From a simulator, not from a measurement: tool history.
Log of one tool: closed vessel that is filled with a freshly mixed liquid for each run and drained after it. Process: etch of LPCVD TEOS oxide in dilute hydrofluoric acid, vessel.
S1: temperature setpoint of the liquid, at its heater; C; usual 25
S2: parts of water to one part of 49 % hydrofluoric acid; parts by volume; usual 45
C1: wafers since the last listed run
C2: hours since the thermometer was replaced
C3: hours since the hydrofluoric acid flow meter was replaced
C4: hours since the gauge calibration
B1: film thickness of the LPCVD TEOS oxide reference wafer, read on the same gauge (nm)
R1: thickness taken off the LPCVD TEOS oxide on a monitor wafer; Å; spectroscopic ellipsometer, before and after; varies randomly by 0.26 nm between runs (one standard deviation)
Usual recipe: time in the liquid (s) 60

Run 1, hour 0: usual settings; C1 0; C2 587.1; C3 1044.6; C4 311.9; B1 110.01. Result: R1 434.7 Å.
Run 2, hour 17.5: usual settings; C1 1879; C2 604.6; C3 1062.1; C4 329.4; B1 110.01. Result: R1 430.7 Å.
At hour 20.1: hydrofluoric acid flow meter replaced.
Run 3, hour 24.4: usual settings but S2 30 parts by volume; C1 633; C2 611.5; C3 4.3; C4 336.3; B1 110. Result: R1 589.5 Å.
Run 4, hour 34.5: usual settings but S2 30 parts by volume; C1 1084; C2 621.6; C3 14.4; C4 346.4; B1 110.02. Result: R1 582.5 Å.
Run 5, hour 54.4: usual settings but S2 30 parts by volume; C1 2136; C2 641.5; C3 34.3; C4 366.3; B1 110.04. Result: R1 596.3 Å.
Run 6, hour 62.7: usual settings; C1 891; C2 649.8; C3 42.6; C4 374.6; B1 110. Result: R1 387.6 Å.
Run 7, hour 102.4: usual settings; C1 4262; C2 689.5; C3 82.3; C4 414.3; B1 110. Result: R1 394.6 Å.
At hour 107.8: thermometer replaced.
Run 8, hour 114.1: usual settings; C1 1148; C2 6.3; C3 94; C4 426; B1 109.99. Result: R1 351 Å.
Run 9, hour 122.9: usual settings; C1 944; C2 15.1; C3 102.8; C4 434.8; B1 110.01. Result: R1 355.6 Å.
Run 10, hour 130.5: usual settings but time in the liquid (s) 70; C1 816; C2 22.7; C3 110.4; C4 442.4; B1 110.01. Result: R1 410.8 Å.
Run 11, hour 143.8: usual settings but S1 22 C, S2 35 parts by volume, time in the liquid (s) 40; C1 1428; C2 36; C3 123.7; C4 455.7; B1 110. Result: R1 270.4 Å.
Run 12, hour 149.8: usual settings but S1 21.5 C, time in the liquid (s) 30; C1 644; C2 42; C3 129.7; C4 461.7; B1 110.01. Result: R1 151.4 Å.
Run 13, hour 159.7: usual settings; C1 1062; C2 51.9; C3 139.6; C4 471.6; B1 110.01. Result: R1 359.3 Å.
Run 14, hour 175.5: usual settings but S1 29 C, S2 40 parts by volume; C1 1696; C2 67.7; C3 155.4; C4 487.4; B1 110.01. Result: R1 477 Å.
Run 15, hour 189.8: usual settings but S1 28 C; C1 1535; C2 82; C3 169.7; C4 501.7; B1 109.97. Result: R1 407.9 Å.
Run 16, hour 203.1: usual settings but S1 27 C, S2 50 parts by volume, time in the liquid (s) 85; C1 1428; C2 95.3; C3 183; C4 515; B1 110. Result: R1 495.3 Å.
Run 17, hour 217.3: usual settings but S1 28.5 C; C1 1524; C2 109.5; C3 197.2; C4 529.2; B1 110.01. Result: R1 414.4 Å.
Run 18, hour 231: usual settings; C1 1470; C2 123.2; C3 210.9; C4 542.9; B1 109.99. Result: R1 362.1 Å.
Run 19, hour 241.2: usual settings but S1 20 C, S2 35 parts by volume, time in the liquid (s) 75; C1 1095; C2 133.4; C3 221.1; C4 553.1; B1 109.98. Result: R1 476.7 Å.
Run 20, hour 252.7: usual settings; C1 1234; C2 144.9; C3 232.6; C4 564.6; B1 109.99. Result: R1 367.2 Å.
Run 21, hour 258.8: usual settings but S1 21 C; C1 654; C2 151; C3 238.7; C4 570.7; B1 109.99. Result: R1 313.3 Å.
Run 22, hour 270.3: usual settings but S1 27 C, S2 55 parts by volume, time in the liquid (s) 30; C1 1234; C2 162.5; C3 250.2; C4 582.2; B1 110.02. Result: R1 160.3 Å.
Run 23, hour 284.2: usual settings but S1 29.5 C; C1 1492; C2 176.4; C3 264.1; C4 596.1; B1 110.01. Result: R1 444.6 Å.
At hour 290.5: gauge calibrated.
Run 24, hour 301.9: usual settings but S2 55 parts by volume, time in the liquid (s) 70; C1 1900; C2 194.1; C3 281.8; C4 11.4; B1 110.01. Result: R1 344.7 Å.
Run 25, hour 310.7: usual settings but S1 29.5 C, S2 35 parts by volume, time in the liquid (s) 90; C1 944; C2 202.9; C3 290.6; C4 20.2; B1 110.02. Result: R1 872.7 Å.
Run 26, hour 317.2: usual settings but S2 60 parts by volume; C1 697; C2 209.4; C3 297.1; C4 26.7; B1 109.97. Result: R1 277.1 Å.
Run 27, hour 334.8: usual settings but S1 28 C, time in the liquid (s) 90; C1 1889; C2 227; C3 314.7; C4 44.3; B1 110.01. Result: R1 636.5 Å.
Run 28, hour 346.5: usual settings; C1 1256; C2 238.7; C3 326.4; C4 56; B1 110. Result: R1 374.8 Å.
Run 29, hour 360.7: usual settings; C1 1524; C2 252.9; C3 340.6; C4 70.2; B1 110.01. Result: R1 378.1 Å.
Run 30, hour 371.8: usual settings; C1 1191; C2 264; C3 351.7; C4 81.3; B1 109.98. Result: R1 373.5 Å.
Run 31, hour 387.6: usual settings but S1 27.5 C, S2 25 parts by volume, time in the liquid (s) 45; C1 1696; C2 279.8; C3 367.5; C4 97.1; B1 109.99. Result: R1 582 Å.
Run 32, hour 405.8: usual settings but S2 35 parts by volume, time in the liquid (s) 75; C1 1954; C2 298; C3 385.7; C4 115.3; B1 109.99. Result: R1 620.7 Å.
Run 33, hour 415: usual settings but S1 27.5 C; C1 987; C2 307.2; C3 394.9; C4 124.5; B1 110.01. Result: R1 424.9 Å.
Run 34, hour 426.6: usual settings but S1 29 C, time in the liquid (s) 45; C1 1245; C2 318.8; C3 406.5; C4 136.1; B1 110.01. Result: R1 337.8 Å.

3 ways to go on from here, each from the tool as it stands after run 34. What would each give?
Run A, hour 427.3: usual settings but S2 40 parts by volume; C1 75; C2 319.5; C3 407.2; C4 136.8; B1 ?. Result: R1 ?.
Run B, hour 427.3: usual settings but S1 26.5 C, S2 35 parts by volume; C1 75; C2 319.5; C3 407.2; C4 136.8; B1 ?. Result: R1 ?.
Run C, hour 427.3: usual settings but S1 22.5 C; C1 75; C2 319.5; C3 407.2; C4 136.8; B1 ?. Result: R1 ?.

run      B1     R1
  A  110.01  440.2
  B  110.01  538.5
  C  110.01  350.8
With the hidden condition removed and each run's random variation left untouched, the same runs would have given:
run     R1
  A  394.5
  B  482.9
  C    314
